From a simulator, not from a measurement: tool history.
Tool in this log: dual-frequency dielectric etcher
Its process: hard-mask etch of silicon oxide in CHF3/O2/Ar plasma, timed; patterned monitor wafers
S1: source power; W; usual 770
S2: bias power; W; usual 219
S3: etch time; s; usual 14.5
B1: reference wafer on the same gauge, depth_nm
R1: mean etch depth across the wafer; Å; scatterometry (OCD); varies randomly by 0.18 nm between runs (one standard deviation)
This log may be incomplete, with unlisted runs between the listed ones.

run 1 hour=0 | S1=770 S2=183 S3=14.5 | B1=33.87 | R1=279.1
run 2 hour=21.6 | S1=770 S2=183 S3=14.5 | B1=33.85 | R1=280.6
run 3 hour=56 | S1=770 S2=219 S3=14.5 | B1=33.83 | R1=306.3
run 4 hour=72.5 | S1=770 S2=219 S3=14.5 | B1=33.91 | R1=305.9
run 5 hour=90.8 | S1=770 S2=219 S3=14.5 | B1=33.83 | R1=307.3
-- hour=121.3 wet clean of the chamber
run 6 hour=121.8 | S1=880 S2=219 S3=14.5 | B1=33.9 | R1=336.4
run 7 hour=142.9 | S1=770 S2=257 S3=14.5 | B1=33.86 | R1=349.8
run 8 hour=165.4 | S1=880 S2=219 S3=14.5 | B1=33.85 | R1=334.8
-- hour=172 gauge calibrated
-- hour=200.9 bias power generator calibrated
-- hour=207.8 upper electrode replaced
run 9 hour=208.3 | S1=830 S2=219 S3=14.5 | B1=33.96 | R1=332.1

Run 10 comes next. What will it give?
run 10 hour=216.7 | S1=700 S2=219 S3=10 | B1=? | R1=?

{"run 10": {"B1": 33.83, "R1": 215.5}}
With the hidden condition absent and the run-to-run variation left alone, this run would have shown R1 216.7 Å.
